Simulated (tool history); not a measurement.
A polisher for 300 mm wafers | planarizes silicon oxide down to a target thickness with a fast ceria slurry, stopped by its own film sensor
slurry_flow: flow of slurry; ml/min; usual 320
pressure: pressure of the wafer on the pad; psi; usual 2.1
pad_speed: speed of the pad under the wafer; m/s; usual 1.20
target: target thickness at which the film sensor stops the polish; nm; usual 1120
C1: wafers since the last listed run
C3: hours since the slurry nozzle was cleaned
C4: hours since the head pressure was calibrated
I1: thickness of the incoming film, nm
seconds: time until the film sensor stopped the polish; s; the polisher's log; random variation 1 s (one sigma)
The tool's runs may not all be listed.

run 1 day=0.000 | slurry_flow=320 pressure=2.1 pad_speed=1.20 target=1120 | C1=0 wafers_polished_on_this_pad=67 C3=292.1 C4=248.7 | I1=2303.5 | seconds=71.8
run 2 day=2.225 | slurry_flow=320 pressure=2.1 pad_speed=1.20 target=1120 | C1=423 wafers_polished_on_this_pad=490 C3=345.5 C4=302.1 | I1=2341.7 | seconds=74.8
run 3 day=4.604 | slurry_flow=320 pressure=2.1 pad_speed=1.20 target=1120 | C1=452 wafers_polished_on_this_pad=943 C3=402.6 C4=359.2 | I1=2309.8 | seconds=73.6
run 4 day=7.958 | slurry_flow=320 pressure=2.1 pad_speed=1.20 target=1412 | C1=638 wafers_polished_on_this_pad=1582 C3=483.1 C4=439.7 | I1=2294.3 | seconds=53.9
run 5 day=10.867 | slurry_flow=320 pressure=2.1 pad_speed=1.20 target=1412 | C1=553 wafers_polished_on_this_pad=2136 C3=552.9 C4=509.5 | I1=2326.8 | seconds=55.5
run 6 day=15.146 | slurry_flow=320 pressure=2.1 pad_speed=0.98 target=1120 | C1=814 wafers_polished_on_this_pad=2950 C3=655.6 C4=612.2 | I1=2361.8 | seconds=87.0
run 7 day=19.775 | slurry_flow=320 pressure=2.1 pad_speed=0.98 target=1120 | C1=881 wafers_polished_on_this_pad=3832 C3=766.7 C4=723.3 | I1=2362.0 | seconds=93.6
run 8 day=22.625 | slurry_flow=320 pressure=2.1 pad_speed=0.98 target=1120 | C1=542 wafers_polished_on_this_pad=4374 C3=835.1 C4=791.7 | I1=2321.3 | seconds=91.1
run 9 day=24.417 | slurry_flow=320 pressure=1.8 pad_speed=1.20 target=1120 | C1=341 wafers_polished_on_this_pad=4715 C3=878.1 C4=834.7 | I1=2333.0 | seconds=87.7
-- day=27.204 worn pad replaced by a new one
run 10 day=28.658 | slurry_flow=320 pressure=1.8 pad_speed=1.20 target=1120 | C1=775 wafers_polished_on_this_pad=276 C3=979.9 C4=936.5 | I1=2323.8 | seconds=75.4
-- day=29.096 slurry nozzle cleaned
run 11 day=40.638 | slurry_flow=320 pressure=1.8 pad_speed=1.20 target=1120 | C1=2272 wafers_polished_on_this_pad=2549 C3=277.0 C4=1224.0 | I1=2328.0 | seconds=80.1
run 12 day=44.296 | slurry_flow=320 pressure=2.1 pad_speed=1.02 target=1120 | C1=696 wafers_polished_on_this_pad=3246 C3=364.8 C4=1311.8 | I1=2280.9 | seconds=78.7
-- day=45.229 head pressure recalibrated
run 13 day=47.521 | slurry_flow=320 pressure=2.1 pad_speed=1.02 target=1120 | C1=598 wafers_polished_on_this_pad=3844 C3=442.2 C4=55.0 | I1=2316.9 | seconds=88.4
run 14 day=51.754 | slurry_flow=320 pressure=1.7 pad_speed=1.20 target=810 | C1=805 wafers_polished_on_this_pad=4650 C3=543.8 C4=156.6 | I1=2365.1 | seconds=121.2
-- day=53.883 worn pad replaced by a new one
run 15 day=54.108 | slurry_flow=320 pressure=2.1 pad_speed=1.20 target=1120 | C1=416 wafers_polished_on_this_pad=42 C3=600.3 C4=213.1 | I1=2345.8 | seconds=71.9
run 16 day=58.079 | slurry_flow=320 pressure=2.1 pad_speed=1.20 target=1120 | C1=755 wafers_polished_on_this_pad=798 C3=695.6 C4=308.4 | I1=2328.4 | seconds=73.5
run 17 day=62.312 | slurry_flow=320 pressure=2.1 pad_speed=1.20 target=1120 | C1=805 wafers_polished_on_this_pad=1604 C3=797.2 C4=410.0 | I1=2360.3 | seconds=76.6
run 18 day=65.004 | slurry_flow=320 pressure=2.1 pad_speed=1.20 target=1120 | C1=512 wafers_polished_on_this_pad=2116 C3=861.8 C4=474.6 | I1=2288.0 | seconds=71.2
-- day=66.496 slurry nozzle cleaned
run 19 day=66.625 | slurry_flow=320 pressure=2.1 pad_speed=1.20 target=1120 | C1=300 wafers_polished_on_this_pad=2417 C3=3.1 C4=513.5 | I1=2296.6 | seconds=71.8
run 20 day=68.154 | slurry_flow=320 pressure=1.5 pad_speed=1.20 target=1120 | C1=291 wafers_polished_on_this_pad=2708 C3=39.8 C4=550.2 | I1=2326.1 | seconds=89.5
run 21 day=71.683 | slurry_flow=395 pressure=1.6 pad_speed=1.20 target=1120 | C1=671 wafers_polished_on_this_pad=3380 C3=124.5 C4=634.9 | I1=2308.9 | seconds=87.1
run 22 day=73.421 | slurry_flow=365 pressure=2.1 pad_speed=1.20 target=1120 | C1=330 wafers_polished_on_this_pad=3711 C3=166.2 C4=676.6 | I1=2323.5 | seconds=75.5
run 23 day=76.358 | slurry_flow=320 pressure=2.1 pad_speed=0.94 target=1532 | C1=559 wafers_polished_on_this_pad=4270 C3=236.7 C4=747.1 | I1=2316.5 | seconds=61.8
run 24 day=80.317 | slurry_flow=320 pressure=1.5 pad_speed=1.20 target=728 | C1=753 wafers_polished_on_this_pad=5024 C3=331.7 C4=842.1 | I1=2306.9 | seconds=127.1
-- day=80.912 worn pad replaced by a new one
run 25 day=87.238 | slurry_flow=275 pressure=2.1 pad_speed=1.20 target=767 | C1=1285 wafers_polished_on_this_pad=1203 C3=497.8 C4=1008.2 | I1=2332.1 | seconds=93.1
run 26 day=91.354 | slurry_flow=355 pressure=1.7 pad_speed=0.78 target=1443 | C1=783 wafers_polished_on_this_pad=1987 C3=596.6 C4=1107.0 | I1=2282.2 | seconds=77.8
run 27 day=93.062 | slurry_flow=385 pressure=2.5 pad_speed=1.08 target=720 | C1=325 wafers_polished_on_this_pad=2312 C3=637.6 C4=1148.0 | I1=2289.5 | seconds=91.7
-- day=97.475 head pressure recalibrated
run 28 day=97.496 | slurry_flow=320 pressure=2.1 pad_speed=1.20 target=1120 | C1=828 wafers_polished_on_this_pad=3141 C3=744.0 C4=0.5 | I1=2300.7 | seconds=77.7
run 29 day=99.996 | slurry_flow=420 pressure=2.1 pad_speed=1.20 target=982 | C1=475 wafers_polished_on_this_pad=3616 C3=804.0 C4=60.5 | I1=2330.5 | seconds=88.0
-- day=101.383 slurry nozzle cleaned
run 30 day=102.862 | slurry_flow=320 pressure=2.1 pad_speed=1.20 target=1120 | C1=537 wafers_polished_on_this_pad=4154 C3=35.5 C4=129.3 | I1=2323.4 | seconds=79.8
-- day=105.650 worn pad replaced by a new one
run 31 day=109.042 | slurry_flow=320 pressure=2.1 pad_speed=1.20 target=1120 | C1=1144 wafers_polished_on_this_pad=645 C3=183.8 C4=277.6 | I1=2361.9 | seconds=73.7
run 32 day=112.579 | slurry_flow=320 pressure=2.1 pad_speed=1.38 target=969 | C1=673 wafers_polished_on_this_pad=1319 C3=268.7 C4=362.5 | I1=2271.8 | seconds=71.2
run 33 day=115.488 | slurry_flow=320 pressure=1.4 pad_speed=1.20 target=1120 | C1=553 wafers_polished_on_this_pad=1873 C3=338.5 C4=432.3 | I1=2313.5 | seconds=88.9
run 34 day=118.104 | slurry_flow=260 pressure=2.1 pad_speed=1.54 target=1120 | C1=498 wafers_polished_on_this_pad=2371 C3=401.3 C4=495.1 | I1=2302.2 | seconds=60.6
run 35 day=120.146 | slurry_flow=320 pressure=2.1 pad_speed=1.20 target=1120 | C1=388 wafers_polished_on_this_pad=2760 C3=450.3 C4=544.1 | I1=2293.0 | seconds=72.3
run 36 day=122.742 | slurry_flow=220 pressure=1.6 pad_speed=1.38 target=1435 | C1=494 wafers_polished_on_this_pad=3254 C3=512.6 C4=606.4 | I1=2347.3 | seconds=60.9
run 37 day=125.696 | slurry_flow=265 pressure=1.7 pad_speed=1.20 target=1120 | C1=562 wafers_polished_on_this_pad=3816 C3=583.5 C4=677.3 | I1=2362.9 | seconds=88.5
run 38 day=128.267 | slurry_flow=320 pressure=2.5 pad_speed=0.98 target=1120 | C1=489 wafers_polished_on_this_pad=4306 C3=645.2 C4=739.0 | I1=2314.2 | seconds=80.3

What the log doesn't show, run by run:
slurry flow missing at the pad, %: 0 in every run
H1: removal rate lost through wear of the pad, %
H2: deviation of the head's pressure from its setpoint, %
run=1 H1=1.43 H2=4.95
run=2 H1=1.55 H2=5.79
run=3 H1=1.88 H2=6.58
run=4 H1=2.69 H2=7.52
run=5 H1=3.73 H2=8.19
run=6 H1=5.81 H2=8.99
run=7 H1=8.82 H2=9.66
run=8 H1=11.1 H2=9.99
run=9 H1=12.6 H2=10.2
run=10 H1=0.757 H2=10.5
run=11 H1=4.01 H2=11.2
run=12 H1=6.04 H2=11.3
run=13 H1=8.24 H2=-0.0874
run=14 H1=11.7 H2=2.37
run=15 H1=0.465 H2=3.49
run=16 H1=0.785 H2=5.06
run=17 H1=1.76 H2=6.37
run=18 H1=2.72 H2=7.04
run=19 H1=3.42 H2=7.4
run=20 H1=4.18 H2=7.71
run=21 H1=6.24 H2=8.32
run=22 H1=7.42 H2=8.57
run=23 H1=9.67 H2=8.95
run=24 H1=13.2 H2=9.37
run=25 H1=1.99 H2=9.9
run=26 H1=3.24 H2=10.1
run=27 H1=3.95 H2=10.2
run=28 H1=6.27 H2=-0.591
run=29 H1=7.9 H2=1.15
run=30 H1=10 H2=2.86
run=31 H1=0.29 H2=5.68
run=32 H1=0.955 H2=6.89
run=33 H1=1.84 H2=7.7
run=34 H1=2.91 H2=8.33
run=35 H1=3.91 H2=8.75
run=36 H1=5.41 H2=9.22
run=37 H1=7.41 H2=9.67
run=38 H1=9.41 H2=10
